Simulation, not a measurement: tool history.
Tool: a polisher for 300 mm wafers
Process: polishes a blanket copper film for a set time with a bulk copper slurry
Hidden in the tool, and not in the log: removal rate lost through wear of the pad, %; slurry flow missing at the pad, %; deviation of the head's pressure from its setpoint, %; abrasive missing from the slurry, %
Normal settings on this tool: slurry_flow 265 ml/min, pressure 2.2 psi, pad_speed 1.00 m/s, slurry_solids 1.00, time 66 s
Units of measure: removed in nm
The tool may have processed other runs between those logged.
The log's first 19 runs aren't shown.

run	hour	slurry_flow	pressure	pad_speed	slurry_solids	time	wafers since the last listed run	wafers polished on this pad	hours since the slurry nozzle was cleaned	hours since the head pressure was calibrated	hours since the slurry blender was calibrated	incoming thickness of the incoming film, nm	removed
20	231.6	345	1.7	1.00	1.00	66	86	742	221.1	33.5	19.6	3825.2	350.4
21	242.7	180	2.2	1.00	1.20	66	70	812	232.2	44.6	30.7	3825.2	419.0
22	254.2	265	2.9	1.00	0.90	60	73	886	243.7	56.1	42.2	3887.1	516.2
# hour 260.5: slurry nozzle cleaned
23	269.0	230	2.2	1.00	0.75	84	88	974	8.5	70.9	57.0	3824.3	552.0
24	280.2	265	2.2	1.00	1.00	66	71	1045	19.7	82.1	68.2	3777.1	454.9
25	294.7	265	2.2	1.00	1.10	66	92	1138	34.2	96.6	82.7	3847.8	459.4
# hour 321.3: worn pad replaced by a new one
26	323.9	190	2.2	1.00	1.00	66	160	16	63.4	125.8	111.9	3847.3	426.6
27	341.3	340	2.2	0.72	1.00	66	110	127	80.8	143.2	129.3	3854.6	335.8
28	352.6	175	2.2	1.00	0.85	87	72	199	92.1	154.5	140.6	3872.4	542.6
29	361.5	315	2.2	1.30	0.75	66	56	256	101.0	163.4	149.5	3739.4	570.1
30	375.8	265	2.2	1.34	1.00	80	91	347	115.3	177.7	163.8	3784.7	735.2

Forecast each of these 5 alternatives for the next run:
A	376.2	265	2.2	0.86	1.00	66	2	350	115.7	178.1	164.2	3762.5	?
B	376.2	265	2.5	1.00	0.80	66	2	350	115.7	178.1	164.2	3762.5	?
C	376.2	345	2.2	0.86	1.20	66	2	350	115.7	178.1	164.2	3762.5	?
D	376.2	265	2.5	1.20	0.80	72	2	350	115.7	178.1	164.2	3762.5	?
E	376.2	230	2.2	1.00	1.00	81	2	350	115.7	178.1	164.2	3762.5	?

run	removed
A	380.7
B	485.6
C	404.9
D	635.7
E	532.2
Without the tool's unlogged condition, the same runs would have read:
run	removed
A	391.6
B	499.6
C	413.9
D	654.0
E	549.9
